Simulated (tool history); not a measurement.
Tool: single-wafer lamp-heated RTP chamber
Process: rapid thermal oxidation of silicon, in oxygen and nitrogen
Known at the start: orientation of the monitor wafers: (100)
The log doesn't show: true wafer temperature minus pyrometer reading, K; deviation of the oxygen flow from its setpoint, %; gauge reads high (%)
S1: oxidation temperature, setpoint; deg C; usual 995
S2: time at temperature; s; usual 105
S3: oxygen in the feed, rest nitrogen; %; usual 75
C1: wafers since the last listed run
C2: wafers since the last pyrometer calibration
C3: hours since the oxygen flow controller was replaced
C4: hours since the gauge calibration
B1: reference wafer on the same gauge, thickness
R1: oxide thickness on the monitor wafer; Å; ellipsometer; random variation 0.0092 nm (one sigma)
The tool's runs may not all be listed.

{"run": 1, "day": 0.0, "S1": 995, "S2": 105, "S3": 75, "C1": 0, "C2": 2951, "C3": 3824.3, "C4": 635.3, "B1": 5.259, "R1": 61.42}
{"run": 2, "day": 1.254, "S1": 1018, "S2": 105, "S3": 75, "C1": 231, "C2": 3183, "C3": 3854.4, "C4": 665.4, "B1": 5.259, "R1": 72.68}
{"run": 3, "day": 2.554, "S1": 1018, "S2": 105, "S3": 75, "C1": 240, "C2": 3423, "C3": 3885.6, "C4": 696.6, "B1": 5.259, "R1": 72.95}
{"run": 4, "day": 3.125, "S1": 1018, "S2": 105, "S3": 75, "C1": 105, "C2": 3528, "C3": 3899.3, "C4": 710.3, "B1": 5.259, "R1": 72.73}
{"run": 5, "day": 3.767, "S1": 995, "S2": 105, "S3": 75, "C1": 118, "C2": 3647, "C3": 3914.7, "C4": 725.7, "B1": 5.258, "R1": 61.53}
{"day": 4.654, "done": "pyrometer window cleaned and pyrometer calibrated"}
{"run": 6, "day": 4.75, "S1": 995, "S2": 105, "S3": 75, "C1": 120, "C2": 17, "C3": 3938.3, "C4": 749.3, "B1": 5.258, "R1": 61.12}
{"run": 7, "day": 6.042, "S1": 995, "S2": 105, "S3": 75, "C1": 238, "C2": 256, "C3": 3969.3, "C4": 780.3, "B1": 5.261, "R1": 61.04}
{"run": 8, "day": 6.592, "S1": 1015, "S2": 105, "S3": 75, "C1": 101, "C2": 357, "C3": 3982.5, "C4": 793.5, "B1": 5.259, "R1": 70.66}
{"run": 9, "day": 7.312, "S1": 1015, "S2": 105, "S3": 75, "C1": 133, "C2": 490, "C3": 3999.8, "C4": 810.8, "B1": 5.26, "R1": 70.86}
{"run": 10, "day": 11.767, "S1": 995, "S2": 105, "S3": 75, "C1": 822, "C2": 1313, "C3": 4106.7, "C4": 917.7, "B1": 5.262, "R1": 61.18}
{"run": 11, "day": 12.738, "S1": 995, "S2": 105, "S3": 75, "C1": 179, "C2": 1492, "C3": 4130, "C4": 941, "B1": 5.26, "R1": 61.41}
{"day": 12.971, "done": "gauge calibrated"}
{"day": 13.383, "done": "oxygen flow controller replaced"}
{"run": 12, "day": 15.242, "S1": 995, "S2": 69, "S3": 75, "C1": 400, "C2": 1893, "C3": 44.6, "C4": 54.5, "B1": 5.261, "R1": 50.98}
{"run": 13, "day": 15.762, "S1": 995, "S2": 69, "S3": 75, "C1": 96, "C2": 1989, "C3": 57.1, "C4": 67, "B1": 5.26, "R1": 51.06}
{"run": 14, "day": 16.888, "S1": 995, "S2": 69, "S3": 75, "C1": 207, "C2": 2197, "C3": 84.1, "C4": 94, "B1": 5.259, "R1": 51.01}
{"run": 15, "day": 17.479, "S1": 995, "S2": 105, "S3": 75, "C1": 109, "C2": 2306, "C3": 98.3, "C4": 108.2, "B1": 5.261, "R1": 61.29}
{"run": 16, "day": 18.442, "S1": 995, "S2": 105, "S3": 75, "C1": 177, "C2": 2484, "C3": 121.4, "C4": 131.3, "B1": 5.26, "R1": 61.6}
{"run": 17, "day": 19.062, "S1": 1012, "S2": 105, "S3": 87, "C1": 114, "C2": 2599, "C3": 136.3, "C4": 146.2, "B1": 5.261, "R1": 73.52}
{"run": 18, "day": 20.025, "S1": 986, "S2": 105, "S3": 75, "C1": 177, "C2": 2777, "C3": 159.4, "C4": 169.3, "B1": 5.259, "R1": 57.48}
{"run": 19, "day": 21.5, "S1": 986, "S2": 105, "S3": 75, "C1": 272, "C2": 3049, "C3": 194.8, "C4": 204.7, "B1": 5.26, "R1": 57.61}
{"run": 20, "day": 22.075, "S1": 995, "S2": 105, "S3": 98, "C1": 106, "C2": 3155, "C3": 208.6, "C4": 218.5, "B1": 5.26, "R1": 67.7}
{"run": 21, "day": 22.925, "S1": 995, "S2": 87, "S3": 75, "C1": 156, "C2": 3312, "C3": 229, "C4": 238.9, "B1": 5.262, "R1": 56.55}
{"run": 22, "day": 23.575, "S1": 1004, "S2": 133, "S3": 98, "C1": 120, "C2": 3432, "C3": 244.6, "C4": 254.5, "B1": 5.26, "R1": 80.72}
{"day": 25.55, "done": "pyrometer window cleaned and pyrometer calibrated"}
{"run": 23, "day": 26.858, "S1": 974, "S2": 133, "S3": 86, "C1": 544, "C2": 241, "C3": 323.4, "C4": 333.3, "B1": 5.259, "R1": 60.92}
{"run": 24, "day": 27.662, "S1": 1013, "S2": 123, "S3": 83, "C1": 148, "C2": 390, "C3": 342.7, "C4": 352.6, "B1": 5.261, "R1": 77.62}
{"run": 25, "day": 28.754, "S1": 995, "S2": 87, "S3": 75, "C1": 201, "C2": 591, "C3": 368.9, "C4": 378.8, "B1": 5.257, "R1": 56.26}
{"run": 26, "day": 29.829, "S1": 1017, "S2": 105, "S3": 75, "C1": 198, "C2": 790, "C3": 394.7, "C4": 404.6, "B1": 5.26, "R1": 71.82}
{"run": 27, "day": 31.325, "S1": 995, "S2": 105, "S3": 75, "C1": 276, "C2": 1066, "C3": 430.6, "C4": 440.5, "B1": 5.262, "R1": 61.14}
{"run": 28, "day": 32.379, "S1": 1013, "S2": 105, "S3": 60, "C1": 194, "C2": 1261, "C3": 455.9, "C4": 465.8, "B1": 5.26, "R1": 64.64}
{"run": 29, "day": 33.175, "S1": 995, "S2": 105, "S3": 65, "C1": 146, "C2": 1408, "C3": 475, "C4": 484.9, "B1": 5.26, "R1": 58.27}
{"run": 30, "day": 34.321, "S1": 995, "S2": 105, "S3": 63, "C1": 211, "C2": 1619, "C3": 502.5, "C4": 512.4, "B1": 5.259, "R1": 57.57}
{"run": 31, "day": 35.225, "S1": 995, "S2": 105, "S3": 84, "C1": 166, "C2": 1786, "C3": 524.2, "C4": 534.1, "B1": 5.259, "R1": 63.92}
{"run": 32, "day": 35.733, "S1": 995, "S2": 105, "S3": 92, "C1": 93, "C2": 1880, "C3": 536.4, "C4": 546.3, "B1": 5.258, "R1": 66.02}
{"run": 33, "day": 36.55, "S1": 1021, "S2": 129, "S3": 98, "C1": 150, "C2": 2031, "C3": 556, "C4": 565.9, "B1": 5.26, "R1": 89.81}
{"run": 34, "day": 37.417, "S1": 995, "S2": 105, "S3": 75, "C1": 160, "C2": 2191, "C3": 576.8, "C4": 586.7, "B1": 5.26, "R1": 61.28}
{"run": 35, "day": 38.608, "S1": 978, "S2": 64, "S3": 65, "C1": 220, "C2": 2411, "C3": 605.4, "C4": 615.3, "B1": 5.258, "R1": 41.72}
{"run": 36, "day": 39.471, "S1": 1015, "S2": 105, "S3": 75, "C1": 159, "C2": 2571, "C3": 626.1, "C4": 636, "B1": 5.259, "R1": 71.01}
{"run": 37, "day": 40.3, "S1": 995, "S2": 53, "S3": 75, "C1": 153, "C2": 2724, "C3": 646, "C4": 655.9, "B1": 5.26, "R1": 45.53}
{"run": 38, "day": 41.35, "S1": 995, "S2": 105, "S3": 75, "C1": 193, "C2": 2918, "C3": 671.2, "C4": 681.1, "B1": 5.261, "R1": 61.37}
{"run": 39, "day": 42.654, "S1": 1005, "S2": 105, "S3": 98, "C1": 240, "C2": 3158, "C3": 702.5, "C4": 712.4, "B1": 5.259, "R1": 72.92}

Forecast each of these 3 alternatives for the next run:
{"run": "A", "day": 42.675, "S1": 995, "S2": 105, "S3": 48, "C1": 3, "C2": 3162, "C3": 703, "C4": 712.9, "B1": "?", "R1": "?"}
{"run": "B", "day": 42.675, "S1": 975, "S2": 81, "S3": 98, "C1": 3, "C2": 3162, "C3": 703, "C4": 712.9, "B1": "?", "R1": "?"}
{"run": "C", "day": 42.675, "S1": 1012, "S2": 122, "S3": 98, "C1": 3, "C2": 3162, "C3": 703, "C4": 712.9, "B1": "?", "R1": "?"}

run=A B1=5.258 R1=52.62
run=B B1=5.258 R1=51.77
run=C B1=5.258 R1=82.09
Without the tool's hidden state the same runs would have given:
run=A R1=52.23
run=B R1=51.38
run=C R1=81.49

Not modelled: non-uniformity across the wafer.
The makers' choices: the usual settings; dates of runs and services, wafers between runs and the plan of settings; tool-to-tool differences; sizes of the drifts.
